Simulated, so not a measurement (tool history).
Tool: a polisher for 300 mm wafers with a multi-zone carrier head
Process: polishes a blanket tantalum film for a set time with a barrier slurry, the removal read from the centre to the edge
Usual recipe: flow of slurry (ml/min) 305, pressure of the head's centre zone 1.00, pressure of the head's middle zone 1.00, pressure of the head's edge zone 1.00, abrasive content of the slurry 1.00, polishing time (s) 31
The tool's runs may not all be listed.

run,hour,flow of slurry (ml/min),pressure of the head's centre zone,pressure of the head's middle zone,pressure of the head's edge zone,abrasive content of the slurry,polishing time (s),wafers since the last listed run,wafers polished on this pad,hours since the slurry nozzle was cleaned,hours since the centre zone pressure was calibrated,hours since the edge zone pressure was calibrated,hours since the carrier head's membrane was replaced,"incoming thickness of the incoming film, nm",film removed at the wafer's centre (Å),film removed at mid-radius (Å),film removed at the wafer's edge (Å)
1,0.0,390,1.09,1.00,1.00,1.00,31,0,4365,40.9,616.9,366.9,786.3,209.4,391,394,389
2,183.0,305,1.00,1.00,0.89,1.00,31,1794,6160,223.9,799.9,549.9,969.3,206.4,332,389,367
# hour 264.0: centre zone pressure recalibrated
3,322.8,400,1.10,1.00,0.91,1.00,28,1351,7512,363.7,58.8,689.7,1109.1,208.3,384,350,337
4,376.4,305,0.90,1.00,1.00,1.00,24,525,8037,417.3,112.4,743.3,1162.7,213.3,266,299,298
# hour 391.9: worn pad replaced by a new one
5,459.3,305,1.00,1.00,1.00,1.00,31,773,661,500.2,195.3,826.2,1245.6,208.2,388,388,385
# hour 525.9: edge zone pressure recalibrated
6,541.1,305,1.00,0.94,0.95,1.00,31,782,1443,582.0,277.1,15.2,1327.4,210.7,381,364,377
7,602.1,305,1.00,1.00,0.91,1.00,35,598,2042,643.0,338.1,76.2,1388.4,211.9,427,433,423
8,679.8,305,1.00,1.00,1.00,1.00,31,762,2804,720.7,415.8,153.9,1466.1,211.0,371,392,388
9,738.7,305,1.00,1.00,1.00,1.25,31,577,3382,779.6,474.7,212.8,1525.0,212.5,390,397,400
# hour 774.0: slurry nozzle cleaned
10,802.1,305,1.00,1.00,1.00,1.00,31,612,3994,28.1,538.1,276.2,1588.4,213.1,367,385,386
11,903.8,305,0.93,1.00,1.06,1.00,36,997,4991,129.8,639.8,377.9,1690.1,208.5,387,453,466
# hour 922.6: carrier head's membrane replaced by a new one
# hour 936.8: centre zone pressure recalibrated
# hour 1084.4: worn pad replaced by a new one
12,1176.0,305,1.00,1.00,1.00,1.00,31,2561,898,402.0,239.2,650.1,253.4,210.2,370,394,384
13,1234.8,305,1.00,1.00,1.00,1.00,31,576,1474,460.8,298.0,708.9,312.2,211.6,375,385,387
14,1270.9,305,0.89,1.05,1.00,1.20,34,354,1829,496.9,334.1,745.0,348.3,209.2,390,462,437
# hour 1342.7: edge zone pressure recalibrated
15,1350.4,305,1.00,1.00,1.00,1.00,31,760,2589,576.4,413.6,7.7,427.8,210.0,374,383,387
16,1394.4,305,1.08,1.00,1.00,1.00,31,431,3020,620.4,457.6,51.7,471.8,206.6,402,384,386
17,1490.1,305,1.00,1.00,1.00,1.00,31,938,3959,716.1,553.3,147.4,567.5,213.8,360,391,382
18,1565.6,305,1.00,1.00,1.00,1.00,38,740,4699,791.6,628.8,222.9,643.0,207.8,434,473,468
# hour 1642.2: slurry nozzle cleaned
19,1660.5,305,1.00,1.00,1.00,1.00,31,920,5620,18.3,723.7,317.8,737.9,206.3,350,381,390
# hour 1679.9: centre zone pressure recalibrated
20,1760.3,305,1.00,1.00,1.00,1.00,23,959,6580,118.1,80.4,417.6,837.7,209.5,282,291,284

Had the tool no unlogged condition, and each run kept its random variation, what would the results have been?
Unlogged tool condition in this case: removal rate lost through wear of the pad, %; slurry flow missing at the pad, %; deviation of the centre zone's pressure from its setpoint, %; deviation of the edge zone's pressure from its setpoint, %.
run,film removed at the wafer's centre (Å)
1,425
2,381
3,381
4,264
5,387
6,382
7,432
8,380
9,403
10,385
11,415
12,372
13,379
14,396
15,384
16,416
17,380
18,466
19,386
20,286
film removed at mid-radius (Å) without the hidden state equals the measured value, run for run.
film removed at the wafer's edge (Å) without the hidden state equals the measured value, run for run.
